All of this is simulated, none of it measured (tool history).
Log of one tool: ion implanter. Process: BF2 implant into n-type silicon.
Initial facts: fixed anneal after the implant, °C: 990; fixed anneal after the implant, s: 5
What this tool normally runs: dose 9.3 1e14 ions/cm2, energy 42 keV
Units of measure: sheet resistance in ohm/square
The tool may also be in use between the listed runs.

run,hour,dose,energy,wafers since the last listed run,hours since the last dose calibration,hours since the extraction supply was calibrated,hours since the gauge calibration,"read-back reference wafer on the same gauge, sheet resistance",sheet resistance
1,0,9.3,42,0,148.2,1712.6,709.7,187.12,167.07
2,49.8,8.39,42,464,198,1762.4,759.5,187.06,175.61
3,91.7,8.39,42,391,239.9,1804.3,801.4,187,176.33
4,126,9.3,42,320,274.2,1838.6,835.7,186.95,167.92
5,167.5,9.3,42,387,315.7,1880.1,877.2,187.17,168.58
6,223.5,9.3,42,522,371.7,1936.1,933.2,187.05,169.26
7,289.6,9.3,42,616,437.8,2002.2,999.3,187.31,168.9
8,323.2,9.3,42,313,471.4,2035.8,1032.9,186.88,169.79
9,347.3,9.3,49,224,495.5,2059.9,1057,187.11,159.3
# hour 382.9: gauge calibrated
10,391.8,9.3,49,415,540,2104.4,8.9,186.87,158.47
11,454.9,9.3,50,588,603.1,2167.5,72,187.03,155.66
12,506.5,9.3,42,481,654.7,2219.1,123.6,187,168.71
# hour 516.7: extraction supply calibrated
13,551.4,9.3,42,344,699.6,34.7,168.5,186.98,168.57
14,619.1,9.3,42,631,767.3,102.4,236.2,187.11,169.09
15,657.1,9.3,35.5,354,805.3,140.4,274.2,187.09,181.54
16,704.4,9.3,42,441,852.6,187.7,321.5,187.11,167.34
17,762.4,9.3,42,541,910.6,245.7,379.5,187.04,168.37
18,812.3,10.56,51,465,960.5,295.6,429.4,187.12,146.79
19,855.2,7.81,30,400,1003.4,338.5,472.3,186.95,210.45
20,884.1,8.39,42,269,1032.3,367.4,501.2,187.05,174.72
21,919.6,9.3,42,331,1067.8,402.9,536.7,187.04,168.8
22,967.8,7.4,29.5,449,1116,451.1,584.9,187.03,213.88
23,1031.5,9.3,42,594,1179.7,514.8,648.6,187.22,170.09
24,1088.8,10.56,55.5,534,1237,572.1,705.9,187.05,144.1
25,1120.1,12.06,42,292,1268.3,603.4,737.2,187.03,154.02
26,1166.9,9.3,42,436,1315.1,650.2,784,186.92,168.5
27,1215.2,10.89,53,450,1363.4,698.5,832.3,186.84,145.61
28,1254.8,9.3,42,369,1403,738.1,871.9,186.76,168.36
# hour 1306.2: Faraday cup replaced and dose calibrated
29,1321.5,10.56,55.5,547,15.3,804.8,938.6,186.92,143.7
30,1378.7,9.3,42,533,72.5,862,995.8,187.17,167.42
31,1403.6,12.01,42,232,97.4,886.9,1020.7,186.81,154.7
32,1549.7,11.53,48.5,1363,243.5,1033,1166.8,186.98,147.05
33,1594.2,10.65,53.5,415,288,1077.5,1211.3,186.97,144.35
34,1621,9.3,42,250,314.8,1104.3,1238.1,186.93,167
# hour 1629.1: gauge calibrated
35,1671.4,10.79,46,470,365.2,1154.7,42.3,186.86,153.85
36,1710.1,8.56,30,361,403.9,1193.4,81,186.93,202.97
37,1759.1,10.8,51.5,457,452.9,1242.4,130,186.83,145.35

Hidden state at the last listed run before each entry between runs and at the first one after, where it differs:
After run 9, before run 10: gauge calibrated (hour 382.9)
  both runs share identical hidden conditions
After run 12, before run 13: extraction supply calibrated (hour 516.7)
  both runs share identical hidden conditions
After run 28, before run 29: Faraday cup replaced and dose calibrated (hour 1306.2)
  both runs share identical hidden conditions
After run 34, before run 35: gauge calibrated (hour 1629.1)
  both runs share identical hidden conditions

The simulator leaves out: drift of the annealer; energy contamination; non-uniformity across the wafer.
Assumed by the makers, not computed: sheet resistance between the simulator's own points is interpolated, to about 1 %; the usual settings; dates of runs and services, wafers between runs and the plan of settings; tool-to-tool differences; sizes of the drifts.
